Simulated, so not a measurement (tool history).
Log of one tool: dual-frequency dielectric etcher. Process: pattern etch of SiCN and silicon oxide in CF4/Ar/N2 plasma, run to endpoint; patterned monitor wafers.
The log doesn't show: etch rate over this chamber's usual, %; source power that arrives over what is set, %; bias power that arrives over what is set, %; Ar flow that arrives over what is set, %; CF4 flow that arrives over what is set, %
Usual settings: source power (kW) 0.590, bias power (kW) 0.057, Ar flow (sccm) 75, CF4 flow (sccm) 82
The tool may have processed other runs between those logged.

| run | day | source power (kW) | bias power (kW) | Ar flow (sccm) | CF4 flow (sccm) | wafers since the last listed run | hours since the last wet clean | hours since the last source power generator calibration | hours since the last bias power generator calibration | hours since the last Ar flow controller change | hours since the last CF4 flow controller change | hours since the last upper electrode change | incoming incoming film thickness, nm | endpoint time (s) |
|---|---|---|---|---|---|---|---|---|---|---|---|---|---|---|
| 1 | 0.000 | 0.590 | 0.057 | 75 | 82 | 0 | 412.8 | 52.0 | 3439.1 | 3382.4 | 5241.0 | 2265.8 | 11.09 | 10.7 |
|  | 0.604 | Ar flow controller replaced |
| 2 | 0.646 | 0.590 | 0.057 | 75 | 82 | 186 | 428.3 | 67.5 | 3454.6 | 1.0 | 5256.5 | 2281.3 | 11.12 | 10.8 |
|  | 0.904 | bias power generator calibrated |
| 3 | 0.942 | 0.590 | 0.057 | 75 | 82 | 60 | 435.4 | 74.6 | 0.9 | 8.1 | 5263.6 | 2288.4 | 11.17 | 10.8 |
| 4 | 1.592 | 0.590 | 0.057 | 75 | 87 | 306 | 451.0 | 90.2 | 16.5 | 23.7 | 5279.2 | 2304.0 | 10.96 | 10.5 |
|  | 3.138 | upper electrode replaced |
| 5 | 3.158 | 0.460 | 0.062 | 88 | 88 | 267 | 488.6 | 127.8 | 54.1 | 61.3 | 5316.8 | 0.5 | 11.11 | 12.8 |
| 6 | 3.171 | 0.540 | 0.057 | 92 | 97 | 5 | 488.9 | 128.1 | 54.4 | 61.6 | 5317.1 | 0.8 | 11.06 | 11.5 |
| 7 | 3.571 | 0.590 | 0.057 | 75 | 82 | 188 | 498.5 | 137.7 | 64.0 | 71.2 | 5326.7 | 10.4 | 11.11 | 10.8 |
|  | 3.929 | CF4 flow controller replaced |
| 8 | 3.950 | 0.590 | 0.057 | 60 | 82 | 60 | 507.6 | 146.8 | 73.1 | 80.3 | 0.5 | 19.5 | 11.09 | 10.4 |
| 9 | 4.288 | 0.460 | 0.057 | 75 | 92 | 159 | 515.7 | 154.9 | 81.2 | 88.4 | 8.6 | 27.6 | 11.17 | 12.9 |
|  | 5.596 | wet clean of the chamber |
| 10 | 5.617 | 0.660 | 0.061 | 90 | 77 | 155 | 0.5 | 186.8 | 113.1 | 120.3 | 40.5 | 59.5 | 11.13 | 9.6 |
| 11 | 5.629 | 0.590 | 0.057 | 75 | 82 | 5 | 0.8 | 187.1 | 113.4 | 120.6 | 40.8 | 59.8 | 11.04 | 10.4 |
| 12 | 5.675 | 0.640 | 0.057 | 69 | 87 | 21 | 1.9 | 188.2 | 114.5 | 121.7 | 41.9 | 60.9 | 11.10 | 9.5 |
| 13 | 6.058 | 0.590 | 0.048 | 75 | 92 | 180 | 11.1 | 197.4 | 123.7 | 130.9 | 51.1 | 70.1 | 11.00 | 10.4 |
| 14 | 6.462 | 0.530 | 0.057 | 62 | 89 | 190 | 20.8 | 207.1 | 133.4 | 140.6 | 60.8 | 79.8 | 11.21 | 11.1 |
| 15 | 7.117 | 0.590 | 0.057 | 75 | 82 | 308 | 36.5 | 222.8 | 149.1 | 156.3 | 76.5 | 95.5 | 11.15 | 10.3 |
| 16 | 7.538 | 0.590 | 0.057 | 86 | 82 | 198 | 46.6 | 232.9 | 159.2 | 166.4 | 86.6 | 105.6 | 11.03 | 10.3 |
| 17 | 8.112 | 0.480 | 0.052 | 89 | 82 | 271 | 60.4 | 246.7 | 173.0 | 180.2 | 100.4 | 119.4 | 11.14 | 12.6 |
| 18 | 8.808 | 0.590 | 0.057 | 75 | 82 | 327 | 77.1 | 263.4 | 189.7 | 196.9 | 117.1 | 136.1 | 11.10 | 10.4 |
| 19 | 9.092 | 0.590 | 0.057 | 75 | 82 | 133 | 83.9 | 270.2 | 196.5 | 203.7 | 123.9 | 142.9 | 11.10 | 10.4 |
| 20 | 9.546 | 0.590 | 0.057 | 75 | 82 | 214 | 94.8 | 281.1 | 207.4 | 214.6 | 134.8 | 153.8 | 11.05 | 10.3 |

The next listed run, before its measurement:
| 21 | 9.921 | 0.590 | 0.057 | 75 | 82 | 176 | 103.8 | 290.1 | 216.4 | 223.6 | 143.8 | 162.8 | 11.08 | ? |

{"run 21": {"endpoint time (s)": 10.3}}
Take away the tool's hidden state, keep the run-to-run variation as it was, and the same run would have given endpoint time (s) 10.2.

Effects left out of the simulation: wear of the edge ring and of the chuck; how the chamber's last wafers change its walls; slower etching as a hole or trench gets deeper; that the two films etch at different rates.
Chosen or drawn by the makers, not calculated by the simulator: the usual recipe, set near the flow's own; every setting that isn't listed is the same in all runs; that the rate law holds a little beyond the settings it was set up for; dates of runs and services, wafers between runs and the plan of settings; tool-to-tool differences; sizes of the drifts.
